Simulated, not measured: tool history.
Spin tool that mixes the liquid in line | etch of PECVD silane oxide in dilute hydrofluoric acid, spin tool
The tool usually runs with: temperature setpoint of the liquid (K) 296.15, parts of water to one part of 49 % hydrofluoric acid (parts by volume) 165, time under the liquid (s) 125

run   hour  temperature setpoint of the liquid (K)  parts of water to one part of 49 % hydrofluoric acid (parts by volume)  time under the liquid (s)  wafers since the last listed run  hours since the thermometer was replaced  hours since the hydrofluoric acid flow meter was replaced  hours since the gauge calibration  read-back film thickness of the PECVD silane oxide reference wafer, read on the same gauge (nm)  thickness taken off the PECVD silane oxide on a monitor wafer (Å)
  1      0                                  296.15                                                                     165                        125                                 0                                    1984.1                                                     1197.9                              180.5                                                                                           149.97                                                              264.5
  2   14.5                                  296.15                                                                     165                        125                               120                                    1998.6                                                     1212.4                                195                                                                                              150                                                              262.9
  3   27.5                                  296.15                                                                     165                        125                               107                                    2011.6                                                     1225.4                                208                                                                                           150.01                                                              266.5
  4   37.5                                  296.15                                                                     165                        125                                83                                    2021.6                                                     1235.4                                218                                                                                              150                                                              263.8
  5   47.9                                  296.15                                                                     165                        125                                86                                      2032                                                     1245.8                              228.4                                                                                              150                                                              262.4
  6   95.2                                  296.15                                                                     165                        125                               392                                    2079.3                                                     1293.1                              275.7                                                                                              150                                                                262
  7  108.6                                  296.15                                                                     165                        125                               111                                    2092.7                                                     1306.5                              289.1                                                                                           149.98                                                              262.8
  8    120                                  296.15                                                                     165                        125                                94                                    2104.1                                                     1317.9                              300.5                                                                                           149.97                                                              265.1
  9  127.4                                  296.15                                                                     165                        125                                61                                    2111.5                                                     1325.3                              307.9                                                                                              150                                                              263.7
 10  140.2                                  296.15                                                                     220                         65                               106                                    2124.3                                                     1338.1                              320.7                                                                                           149.96                                                               98.4
 11    150                                  296.15                                                                     165                        125                                81                                    2134.1                                                     1347.9                              330.5                                                                                           149.95                                                              268.6
 12  156.1                                  296.15                                                                     165                        125                                50                                    2140.2                                                       1354                              336.6                                                                                           150.03                                                              267.5
 13  173.5                                  296.15                                                                     115                        125                               144                                    2157.6                                                     1371.4                                354                                                                                           150.01                                                              401.6
 14  184.3                                  299.65                                                                     140                        125                                89                                    2168.4                                                     1382.2                              364.8                                                                                           150.02                                                              367.3
 15  197.3                                  296.15                                                                     165                        125                               107                                    2181.4                                                     1395.2                              377.8                                                                                           150.04                                                                269
 16  212.4                                  296.15                                                                      90                        160                               125                                    2196.5                                                     1410.3                              392.9                                                                                           150.01                                                              674.6
 17  224.4                                  296.15                                                                     165                        125                                99                                    2208.5                                                     1422.3                              404.9                                                                                           149.97                                                              270.2
 18  239.9                                  293.15                                                                     165                        125                               128                                      2224                                                     1437.8                              420.4                                                                                           150.03                                                              235.7
 19  253.8                                  296.15                                                                     165                        175                               115                                    2237.9                                                     1451.7                              434.3                                                                                              150                                                              375.4
 20    267                                  296.15                                                                     165                        125                               109                                    2251.1                                                     1464.9                              447.5                                                                                           150.01                                                              263.9
 21  274.3                                  296.15                                                                     165                        125                                60                                    2258.4                                                     1472.2                              454.8                                                                                           150.03                                                              268.9
     275.1  -- gauge calibrated
 22    284                                  296.15                                                                     165                        125                                80                                    2268.1                                                     1481.9                                8.9                                                                                           150.01                                                              265.6
     287.6  -- thermometer replaced
 23  299.9                                  294.15                                                                     195                         90                               123                                      12.3                                                     1497.8                               24.8                                                                                           149.99                                                              147.3
     304.8  -- hydrofluoric acid flow meter replaced
 24  317.2                                  296.15                                                                     165                        190                               135                                      29.6                                                       12.4                               42.1                                                                                           150.03                                                                370

What will run 25 give?
 25  333.3                                  291.65                                                                     165                         65                               133                                      45.7                                                       28.5                               58.2                                                                                                ?                                                                  ?

Run 25 measured read-back film thickness of the PECVD silane oxide reference wafer, read on the same gauge (nm) 149.97, thickness taken off the PECVD silane oxide on a monitor wafer (Å) 105.5.
On a tool with no hidden condition, and with the same random variation, this run would have come out at thickness taken off the PECVD silane oxide on a monitor wafer (Å) 102.9.

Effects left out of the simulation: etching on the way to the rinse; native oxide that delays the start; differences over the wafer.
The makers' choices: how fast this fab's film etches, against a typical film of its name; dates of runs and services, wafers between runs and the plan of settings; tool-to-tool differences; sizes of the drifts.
